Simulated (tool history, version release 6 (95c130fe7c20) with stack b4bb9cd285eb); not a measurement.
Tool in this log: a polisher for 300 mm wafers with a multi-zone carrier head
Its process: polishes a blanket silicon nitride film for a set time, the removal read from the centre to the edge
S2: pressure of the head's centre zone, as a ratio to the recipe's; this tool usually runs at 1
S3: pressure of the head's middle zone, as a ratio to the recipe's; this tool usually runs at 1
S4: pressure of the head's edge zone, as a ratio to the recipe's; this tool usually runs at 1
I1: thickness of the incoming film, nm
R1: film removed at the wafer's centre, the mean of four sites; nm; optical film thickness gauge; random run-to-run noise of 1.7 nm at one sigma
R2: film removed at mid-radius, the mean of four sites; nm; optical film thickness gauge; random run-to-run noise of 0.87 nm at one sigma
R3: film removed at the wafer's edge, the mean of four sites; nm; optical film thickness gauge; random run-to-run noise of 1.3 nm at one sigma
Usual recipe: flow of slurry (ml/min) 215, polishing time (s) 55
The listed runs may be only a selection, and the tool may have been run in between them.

run 1 hour=0 | flow_of_slurry_(ml/min)=215 S2=1 S3=1 S4=1 polishing_time_(s)=55 | I1=833.5 | R1=131 R2=120.5 R3=116.2
run 2 hour=25.7 | flow_of_slurry_(ml/min)=215 S2=1 S3=1 S4=0.94 polishing_time_(s)=55 | I1=819.1 | R1=130.5 R2=119.5 R3=111.5
run 3 hour=39.1 | flow_of_slurry_(ml/min)=215 S2=1 S3=1 S4=0.94 polishing_time_(s)=55 | I1=819.7 | R1=130.3 R2=120.9 R3=112.4
run 4 hour=55.2 | flow_of_slurry_(ml/min)=215 S2=1 S3=1 S4=1 polishing_time_(s)=46 | I1=818.9 | R1=111.8 R2=100.3 R3=97.7
run 5 hour=70.4 | flow_of_slurry_(ml/min)=215 S2=1 S3=0.96 S4=1 polishing_time_(s)=55 | I1=805.4 | R1=136 R2=115.3 R3=115.5
run 6 hour=83 | flow_of_slurry_(ml/min)=215 S2=1 S3=0.96 S4=1 polishing_time_(s)=55 | I1=811.5 | R1=129.6 R2=117.2 R3=116.1
-- hour=133.7 worn pad replaced by a new one
run 7 hour=159.5 | flow_of_slurry_(ml/min)=215 S2=1 S3=1 S4=1 polishing_time_(s)=55 | I1=813.8 | R1=136.3 R2=119.3 R3=117.8
run 8 hour=187.6 | flow_of_slurry_(ml/min)=215 S2=1 S3=1 S4=1 polishing_time_(s)=55 | I1=822.4 | R1=129.6 R2=121.1 R3=116.3
-- hour=203.3 carrier head's membrane replaced by a new one, of another model than before
run 9 hour=215.8 | flow_of_slurry_(ml/min)=215 S2=1 S3=1 S4=1 polishing_time_(s)=55 | I1=806.3 | R1=139.8 R2=120.6 R3=117.2
run 10 hour=234 | flow_of_slurry_(ml/min)=215 S2=1 S3=1 S4=1 polishing_time_(s)=55 | I1=831.5 | R1=138.2 R2=121.3 R3=115.3
run 11 hour=255.8 | flow_of_slurry_(ml/min)=170 S2=1 S3=1 S4=1 polishing_time_(s)=55 | I1=833.2 | R1=130 R2=117.5 R3=112.9
-- hour=272.7 worn pad replaced by a new one
run 12 hour=275.8 | flow_of_slurry_(ml/min)=215 S2=1 S3=1 S4=1 polishing_time_(s)=55 | I1=817.3 | R1=139.3 R2=120.3 R3=116.4
-- hour=279 slurry nozzle cleaned
run 13 hour=301.5 | flow_of_slurry_(ml/min)=215 S2=1 S3=1 S4=1 polishing_time_(s)=55 | I1=818.4 | R1=134.9 R2=120.3 R3=116.5
run 14 hour=328.5 | flow_of_slurry_(ml/min)=215 S2=1.08 S3=1 S4=1 polishing_time_(s)=62 | I1=818.4 | R1=171.5 R2=134.6 R3=129.9
run 15 hour=342.6 | flow_of_slurry_(ml/min)=215 S2=1 S3=1 S4=1 polishing_time_(s)=73 | I1=812.4 | R1=183.1 R2=160 R3=150.4
run 16 hour=369.8 | flow_of_slurry_(ml/min)=215 S2=1 S3=0.9 S4=1 polishing_time_(s)=55 | I1=826.7 | R1=136.3 R2=113.2 R3=116.8
-- hour=420 worn pad replaced by a new one
run 17 hour=470.3 | flow_of_slurry_(ml/min)=175 S2=1 S3=0.91 S4=1.05 polishing_time_(s)=55 | I1=821.3 | R1=133.9 R2=111.7 R3=115
run 18 hour=486.4 | flow_of_slurry_(ml/min)=215 S2=0.9 S3=0.93 S4=1 polishing_time_(s)=55 | I1=821.5 | R1=120.9 R2=117.4 R3=114.1
-- hour=499.9 edge zone pressure recalibrated
run 19 hour=500.4 | flow_of_slurry_(ml/min)=190 S2=0.89 S3=1 S4=0.89 polishing_time_(s)=44 | I1=837.4 | R1=91.3 R2=95.1 R3=87.7
-- hour=516.1 centre zone pressure recalibrated
-- hour=554.1 worn pad replaced by a new one
run 20 hour=554.6 | flow_of_slurry_(ml/min)=215 S2=0.91 S3=0.97 S4=1 polishing_time_(s)=55 | I1=824 | R1=103.3 R2=119.6 R3=117.7
run 21 hour=621.5 | flow_of_slurry_(ml/min)=215 S2=1 S3=1.1 S4=1 polishing_time_(s)=55 | I1=822.6 | R1=119 R2=126.2 R3=114.8
run 22 hour=643.1 | flow_of_slurry_(ml/min)=215 S2=1.04 S3=0.9 S4=1 polishing_time_(s)=55 | I1=818.5 | R1=126.8 R2=115.2 R3=114.7
run 23 hour=670.6 | flow_of_slurry_(ml/min)=215 S2=1 S3=1 S4=0.94 polishing_time_(s)=37 | I1=823 | R1=81.5 R2=81.7 R3=76.7

Predict each of these 3 candidate next runs independently; none follows another, all start after run 23:
run A hour=671 | flow_of_slurry_(ml/min)=215 S2=1 S3=1 S4=1.09 polishing_time_(s)=55 | I1=809 | R1=? R2=? R3=?
run B hour=671 | flow_of_slurry_(ml/min)=215 S2=1.07 S3=1 S4=0.91 polishing_time_(s)=55 | I1=809 | R1=? R2=? R3=?
run C hour=671 | flow_of_slurry_(ml/min)=260 S2=1.11 S3=1.08 S4=0.9 polishing_time_(s)=55 | I1=809 | R1=? R2=? R3=?

run=A R1=119.5 R2=121.3 R3=118.7
run=B R1=130.1 R2=121.2 R3=113.4
run=C R1=139.2 R2=128.7 R3=114.7
Without the tool's unlogged condition, the same runs would have read:
run=A R1=116.5 R2=121.3 R3=118.7
run=B R1=126.8 R2=121.3 R3=113.4
run=C R1=135.7 R2=128.7 R3=114.7
